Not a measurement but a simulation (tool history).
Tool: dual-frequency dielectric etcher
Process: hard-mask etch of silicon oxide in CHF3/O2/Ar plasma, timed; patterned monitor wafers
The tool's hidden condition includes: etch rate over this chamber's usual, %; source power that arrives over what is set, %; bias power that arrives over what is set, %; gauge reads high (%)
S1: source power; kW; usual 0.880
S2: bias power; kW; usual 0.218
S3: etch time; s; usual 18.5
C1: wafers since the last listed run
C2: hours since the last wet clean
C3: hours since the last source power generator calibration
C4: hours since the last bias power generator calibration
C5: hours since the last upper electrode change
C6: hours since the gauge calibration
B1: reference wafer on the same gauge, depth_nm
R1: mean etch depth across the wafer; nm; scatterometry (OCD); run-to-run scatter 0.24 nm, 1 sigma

{"run": 1, "hour": 0.0, "S1": 0.97, "S2": 0.218, "S3": 18.5, "C1": 0, "C2": 64.9, "C3": 3187.8, "C4": 3692.7, "C5": 3987.5, "C6": 362.6, "B1": 41.54, "R1": 46.48}
{"run": 2, "hour": 30.4, "S1": 0.97, "S2": 0.218, "S3": 18.5, "C1": 618, "C2": 95.3, "C3": 3218.2, "C4": 3723.1, "C5": 4017.9, "C6": 393.0, "B1": 41.49, "R1": 46.67}
{"run": 3, "hour": 67.3, "S1": 0.97, "S2": 0.218, "S3": 18.5, "C1": 750, "C2": 132.2, "C3": 3255.1, "C4": 3760.0, "C5": 4054.8, "C6": 429.9, "B1": 41.45, "R1": 46.76}
{"run": 4, "hour": 116.4, "S1": 0.88, "S2": 0.218, "S3": 18.5, "C1": 998, "C2": 181.3, "C3": 3304.2, "C4": 3809.1, "C5": 4103.9, "C6": 479.0, "B1": 41.55, "R1": 46.23}
{"hour": 152.2, "done": "gauge calibrated"}
{"run": 5, "hour": 185.1, "S1": 0.88, "S2": 0.218, "S3": 18.5, "C1": 1396, "C2": 250.0, "C3": 3372.9, "C4": 3877.8, "C5": 4172.6, "C6": 32.9, "B1": 41.47, "R1": 46.63}
{"run": 6, "hour": 238.3, "S1": 0.88, "S2": 0.218, "S3": 18.5, "C1": 1081, "C2": 303.2, "C3": 3426.1, "C4": 3931.0, "C5": 4225.8, "C6": 86.1, "B1": 41.51, "R1": 46.56}
{"run": 7, "hour": 304.1, "S1": 0.93, "S2": 0.218, "S3": 18.5, "C1": 1337, "C2": 369.0, "C3": 3491.9, "C4": 3996.8, "C5": 4291.6, "C6": 151.9, "B1": 41.52, "R1": 47.91}
{"hour": 331.6, "done": "wet clean of the chamber"}
{"hour": 339.5, "done": "bias power generator calibrated"}
{"run": 8, "hour": 344.0, "S1": 0.93, "S2": 0.218, "S3": 18.5, "C1": 241, "C2": 12.4, "C3": 3531.8, "C4": 4.5, "C5": 4331.5, "C6": 191.8, "B1": 41.45, "R1": 45.53}
{"run": 9, "hour": 387.4, "S1": 0.93, "S2": 0.218, "S3": 18.5, "C1": 882, "C2": 55.8, "C3": 3575.2, "C4": 47.9, "C5": 4374.9, "C6": 235.2, "B1": 41.51, "R1": 45.64}
{"hour": 410.1, "done": "source power generator calibrated"}
{"run": 10, "hour": 411.4, "S1": 0.88, "S2": 0.218, "S3": 18.5, "C1": 406, "C2": 79.8, "C3": 1.3, "C4": 71.9, "C5": 4398.9, "C6": 259.2, "B1": 41.52, "R1": 44.91}
{"run": 11, "hour": 462.1, "S1": 0.7, "S2": 0.266, "S3": 18.5, "C1": 1030, "C2": 130.5, "C3": 52.0, "C4": 122.6, "C5": 4449.6, "C6": 309.9, "B1": 41.56, "R1": 45.86}
{"run": 12, "hour": 533.5, "S1": 0.88, "S2": 0.218, "S3": 18.5, "C1": 1451, "C2": 201.9, "C3": 123.4, "C4": 194.0, "C5": 4521.0, "C6": 381.3, "B1": 41.46, "R1": 45.83}
{"run": 13, "hour": 579.2, "S1": 0.88, "S2": 0.245, "S3": 18.5, "C1": 929, "C2": 247.6, "C3": 169.1, "C4": 239.7, "C5": 4566.7, "C6": 427.0, "B1": 41.5, "R1": 47.79}
{"hour": 595.2, "done": "gauge calibrated"}
{"run": 14, "hour": 650.6, "S1": 0.88, "S2": 0.218, "S3": 23.0, "C1": 1451, "C2": 319.0, "C3": 240.5, "C4": 311.1, "C5": 4638.1, "C6": 55.4, "B1": 41.46, "R1": 57.55}
{"hour": 697.1, "done": "wet clean of the chamber"}
{"run": 15, "hour": 702.0, "S1": 0.88, "S2": 0.218, "S3": 18.5, "C1": 557, "C2": 4.9, "C3": 291.9, "C4": 362.5, "C5": 4689.5, "C6": 106.8, "B1": 41.42, "R1": 44.82}
{"hour": 762.2, "done": "upper electrode replaced"}
{"run": 16, "hour": 773.2, "S1": 0.99, "S2": 0.234, "S3": 21.0, "C1": 959, "C2": 76.1, "C3": 363.1, "C4": 433.7, "C5": 11.0, "C6": 178.0, "B1": 41.56, "R1": 53.22}
{"run": 17, "hour": 811.0, "S1": 0.88, "S2": 0.218, "S3": 18.5, "C1": 768, "C2": 113.9, "C3": 400.9, "C4": 471.5, "C5": 48.8, "C6": 215.8, "B1": 41.51, "R1": 44.88}
{"run": 18, "hour": 860.0, "S1": 0.88, "S2": 0.218, "S3": 13.5, "C1": 996, "C2": 162.9, "C3": 449.9, "C4": 520.5, "C5": 97.8, "C6": 264.8, "B1": 41.51, "R1": 33.09}
{"run": 19, "hour": 897.0, "S1": 0.88, "S2": 0.187, "S3": 18.5, "C1": 752, "C2": 199.9, "C3": 486.9, "C4": 557.5, "C5": 134.8, "C6": 301.8, "B1": 41.51, "R1": 43.72}
{"run": 20, "hour": 961.0, "S1": 0.98, "S2": 0.218, "S3": 14.5, "C1": 1301, "C2": 263.9, "C3": 550.9, "C4": 621.5, "C5": 198.8, "C6": 365.8, "B1": 41.53, "R1": 37.19}

Predict each of these 4 candidate next runs independently; none follows another, all start after run 20:
{"run": "A", "hour": 961.4, "S1": 0.88, "S2": 0.218, "S3": 18.5, "C1": 8, "C2": 264.3, "C3": 551.3, "C4": 621.9, "C5": 199.2, "C6": 366.2, "B1": "?", "R1": "?"}
{"run": "B", "hour": 961.4, "S1": 0.99, "S2": 0.171, "S3": 16.5, "C1": 8, "C2": 264.3, "C3": 551.3, "C4": 621.9, "C5": 199.2, "C6": 366.2, "B1": "?", "R1": "?"}
{"run": "C", "hour": 961.4, "S1": 1.08, "S2": 0.166, "S3": 15.0, "C1": 8, "C2": 264.3, "C3": 551.3, "C4": 621.9, "C5": 199.2, "C6": 366.2, "B1": "?", "R1": "?"}
{"run": "D", "hour": 961.4, "S1": 0.88, "S2": 0.184, "S3": 18.5, "C1": 8, "C2": 264.3, "C3": 551.3, "C4": 621.9, "C5": 199.2, "C6": 366.2, "B1": "?", "R1": "?"}

run=A B1=41.53 R1=45.83
run=B B1=41.53 R1=39.41
run=C B1=41.53 R1=36.40
run=D B1=41.53 R1=43.70
Take away the tool's hidden state, keep each run's random variation, and the runs would have read:
run=A R1=44.16
run=B R1=37.97
run=C R1=35.07
run=D R1=42.11

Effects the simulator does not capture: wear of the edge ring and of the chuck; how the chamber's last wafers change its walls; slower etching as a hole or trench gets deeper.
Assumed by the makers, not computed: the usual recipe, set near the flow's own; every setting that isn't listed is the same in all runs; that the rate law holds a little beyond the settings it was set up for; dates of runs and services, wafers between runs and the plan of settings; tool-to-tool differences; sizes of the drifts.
